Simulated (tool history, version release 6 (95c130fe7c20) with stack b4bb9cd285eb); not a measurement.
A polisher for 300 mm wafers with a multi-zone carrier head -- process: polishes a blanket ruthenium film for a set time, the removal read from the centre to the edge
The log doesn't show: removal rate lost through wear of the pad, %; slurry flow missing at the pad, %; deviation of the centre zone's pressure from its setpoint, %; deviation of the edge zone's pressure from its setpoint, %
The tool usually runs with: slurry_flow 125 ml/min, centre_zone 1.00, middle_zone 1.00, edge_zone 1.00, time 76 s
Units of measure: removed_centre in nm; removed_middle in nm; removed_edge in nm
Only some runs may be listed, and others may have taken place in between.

run	hour	slurry_flow	centre_zone	middle_zone	edge_zone	time	wafers since the last listed run	wafers polished on this pad	hours since the slurry nozzle was cleaned	hours since the centre zone pressure was calibrated	hours since the edge zone pressure was calibrated	hours since the carrier head's membrane was replaced	incoming thickness of the incoming film, nm	removed_centre	removed_middle	removed_edge
1	0.0	125	1.07	1.06	1.00	76	0	788	217.2	229.9	1239.2	1170.4	336.1	63.6	62.6	60.8
2	13.7	125	1.07	1.06	1.00	76	129	917	230.9	243.6	1252.9	1184.1	337.9	62.9	63.5	58.5
3	43.9	125	1.00	0.97	1.00	76	284	1201	261.1	273.8	1283.1	1214.3	338.7	59.1	58.0	59.0
4	75.9	125	1.00	1.00	1.00	76	301	1502	293.1	305.8	1315.1	1246.3	336.2	56.8	59.3	60.5
# hour 82.2: worn pad replaced by a new one
# hour 85.6: slurry nozzle cleaned
5	110.9	125	1.00	1.00	1.00	65	282	260	25.3	340.8	1350.1	1281.3	337.5	53.6	53.4	52.3
6	199.1	125	1.00	1.00	1.00	55	830	1091	113.5	429.0	1438.3	1369.5	340.7	44.4	45.1	43.7
# hour 212.2: worn pad replaced by a new one
# hour 215.5: edge zone pressure recalibrated
7	216.1	125	1.00	1.00	1.00	55	103	17	130.5	446.0	0.6	1386.5	345.7	44.2	44.2	44.9
8	282.3	125	1.00	1.00	1.00	55	623	641	196.7	512.2	66.8	1452.7	345.5	43.8	43.5	44.5
9	309.9	125	1.00	1.00	1.00	76	259	901	224.3	539.8	94.4	1480.3	341.4	59.7	60.3	60.7
10	331.0	125	1.00	1.00	1.00	76	198	1100	245.4	560.9	115.5	1501.4	342.9	59.6	60.2	59.6
# hour 347.3: worn pad replaced by a new one
# hour 361.2: centre zone pressure recalibrated
11	405.4	125	1.10	1.00	0.89	52	644	528	319.8	44.2	189.9	1575.8	340.4	44.0	40.5	38.9
12	422.6	125	0.94	1.00	1.00	76	162	690	337.0	61.4	207.1	1593.0	339.7	53.7	58.3	60.0
# hour 457.2: slurry nozzle cleaned
13	473.3	125	1.12	1.07	1.00	76	468	1158	16.1	112.1	257.8	1643.7	346.6	70.7	67.2	61.6
# hour 483.2: worn pad replaced by a new one
14	493.7	125	1.00	1.06	1.00	76	154	98	36.5	132.5	278.2	1664.1	340.8	61.5	65.2	62.7
15	520.0	125	1.00	1.00	1.00	69	247	346	62.8	158.8	304.5	1690.4	335.8	55.9	56.2	56.0
16	546.6	110	1.00	1.08	1.04	76	250	596	89.4	185.4	331.1	1717.0	336.3	59.5	64.5	61.4
# hour 571.6: carrier head's membrane replaced by a new one
17	576.0	125	1.00	1.10	1.00	76	229	826	118.8	214.8	360.5	4.4	333.0	61.9	65.5	61.0
18	590.2	125	1.00	0.89	1.00	76	133	960	133.0	229.0	374.7	18.6	339.9	61.0	56.2	61.4
# hour 638.1: worn pad replaced by a new one
19	654.8	125	1.00	1.00	1.00	76	570	157	197.6	293.6	439.3	83.2	346.3	59.2	60.5	60.3
20	674.9	125	0.96	1.11	1.03	54	189	346	217.7	313.7	459.4	103.3	336.5	40.2	46.5	43.5
21	693.2	125	0.89	1.00	1.00	76	172	518	236.0	332.0	477.7	121.6	346.7	52.9	60.6	60.6
22	725.3	125	1.00	1.00	1.00	65	302	821	268.1	364.1	509.8	153.7	341.7	50.1	51.0	51.5

How would selected steps in removed_centre from run to run divide? Give the signed amount a tool lacking its hidden state would still show from settings, what came in and random variation, and the signed amount left for the hidden state, including any gauge scatter that is not in both of the compared results.
Run 4 -> 5: time 76 -> 65, worn pad replaced by a new one, slurry nozzle cleaned. removed_centre -3.2 nm: hidden state +4.5, all else -7.7.
Run 12 -> 13: centre_zone 0.94 -> 1.12, middle_zone 1.00 -> 1.07, slurry nozzle cleaned. removed_centre +17.0 nm: hidden state +4.3, all else +12.7.
Run 19 -> 20: centre_zone 1.00 -> 0.96, middle_zone 1.00 -> 1.11, edge_zone 1.00 -> 1.03, time 76 -> 54. removed_centre -19.0 nm: hidden state +0.7, all else -19.7.
